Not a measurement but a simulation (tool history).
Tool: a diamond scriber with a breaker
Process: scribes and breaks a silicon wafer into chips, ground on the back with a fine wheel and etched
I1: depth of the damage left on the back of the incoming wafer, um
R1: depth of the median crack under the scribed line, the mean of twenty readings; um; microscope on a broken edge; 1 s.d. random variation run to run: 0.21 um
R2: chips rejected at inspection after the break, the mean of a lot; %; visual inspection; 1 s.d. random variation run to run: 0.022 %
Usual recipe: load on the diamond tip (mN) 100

Run 1, hour 0: usual settings; I1 0.67. Result: R1 11.88 um, R2 1.77 %.
Run 2, hour 30.6: usual settings; I1 0.78. Result: R1 11.92 um, R2 2.04 %.
Run 3, hour 99.4: usual settings but load on the diamond tip (mN) 117; I1 0.75. Result: R1 13.81 um, R2 13.05 %.
Run 4, hour 137: usual settings but load on the diamond tip (mN) 117; I1 0.37. Result: R1 13.68 um, R2 12.95 %.
At hour 155.9: diamond tip replaced by a new one.
Run 5, hour 189.7: usual settings but load on the diamond tip (mN) 117; I1 0.33. Result: R1 13.9 um, R2 13.38 %.
Run 6, hour 259.4: usual settings; I1 0.73. Result: R1 12.44 um, R2 2.64 %.
Run 7, hour 322.5: usual settings; I1 0.74. Result: R1 12.2 um, R2 3.08 %.
Run 8, hour 365.2: usual settings; I1 0.54. Result: R1 11.89 um, R2 2.94 %.
Run 9, hour 403.4: usual settings; I1 0.73. Result: R1 12.31 um, R2 3.31 %.
Run 10, hour 462.5: usual settings; I1 0.51. Result: R1 12.9 um, R2 2.92 %.
At hour 492.5: diamond tip replaced by a new one.
Run 11, hour 513.5: usual settings; I1 0.49. Result: R1 12.44 um, R2 3.22 %.
Run 12, hour 577: usual settings; I1 0.4. Result: R1 12.67 um, R2 3.22 %.
Run 13, hour 626.5: usual settings; I1 0.38. Result: R1 12.82 um, R2 3.45 %.
Run 14, hour 657.7: usual settings; I1 0.59. Result: R1 12.72 um, R2 3.17 %.
Run 15, hour 720.7: usual settings; I1 0.64. Result: R1 12.28 um, R2 3.92 %.
Run 16, hour 777.8: usual settings but load on the diamond tip (mN) 92; I1 0.6. Result: R1 11.89 um, R2 0.78 %.
At hour 781.1: load on the tip recalibrated.
Run 17, hour 813.5: usual settings; I1 0.48. Result: R1 11.15 um, R2 0.42 %.
At hour 846: diamond tip replaced by a new one.
Run 18, hour 875.6: usual settings but load on the diamond tip (mN) 91; I1 0.63. Result: R1 10.85 um, R2 1.6 %.
Run 19, hour 933.7: usual settings but load on the diamond tip (mN) 71; I1 0.61. Result: R1 8.49 um, R2 22 %.
Run 20, hour 966.2: usual settings but load on the diamond tip (mN) 128; I1 0.5. Result: R1 13.98 um, R2 16.19 %.
Run 21, hour 1031.3: usual settings; I1 0.42. Result: R1 11.58 um, R2 0.93 %.
Run 22, hour 1060.4: usual settings but load on the diamond tip (mN) 83; I1 0.79. Result: R1 10.46 um, R2 3.61 %.
Run 23, hour 1097.5: usual settings but load on the diamond tip (mN) 74; I1 0.45. Result: R1 9.07 um, R2 11.21 %.
Run 24, hour 1126.3: usual settings but load on the diamond tip (mN) 111; I1 0.74. Result: R1 12.92 um, R2 6.02 %.
Run 25, hour 1150.9: usual settings but load on the diamond tip (mN) 127; I1 0.37. Result: R1 14.32 um, R2 19.8 %.
Run 26, hour 1207: usual settings; I1 0.55. Result: R1 12.53 um, R2 1.79 %.
At hour 1246.1: diamond tip replaced by a new one.
Run 27, hour 1275.1: usual settings but load on the diamond tip (mN) 117; I1 0.53. Result: R1 13.64 um, R2 12.03 %.
Run 28, hour 1342.3: usual settings but load on the diamond tip (mN) 77; I1 0.43. Result: R1 9.89 um, R2 6.3 %.
Run 29, hour 1381.4: usual settings; I1 0.75. Result: R1 12.21 um, R2 2.42 %.
Run 30, hour 1427.7: usual settings but load on the diamond tip (mN) 125; I1 0.34. Result: R1 14.75 um, R2 20.65 %.
Run 31, hour 1453.1: usual settings but load on the diamond tip (mN) 72; I1 0.68. Result: R1 9.15 um, R2 12.23 %.

3 ways to go on from here, each from the tool as it stands after run 31. What would each give?
Run A, hour 1453.7: usual settings but load on the diamond tip (mN) 122; I1 0.58. Result: R1 ?, R2 ?.
Run B, hour 1453.7: usual settings but load on the diamond tip (mN) 76; I1 0.58. Result: R1 ?, R2 ?.
Run C, hour 1453.7: usual settings but load on the diamond tip (mN) 123; I1 0.58. Result: R1 ?, R2 ?.

run     R1     R2
  A  14.61  18.79
  B   9.91   7.86
  C  14.71  19.67
Take away the tool's hidden state, keep each run's random variation, and the runs would have read:
run     R1     R2
  A  13.46   8.84
  B   9.13  17.44
  C  13.55    9.5
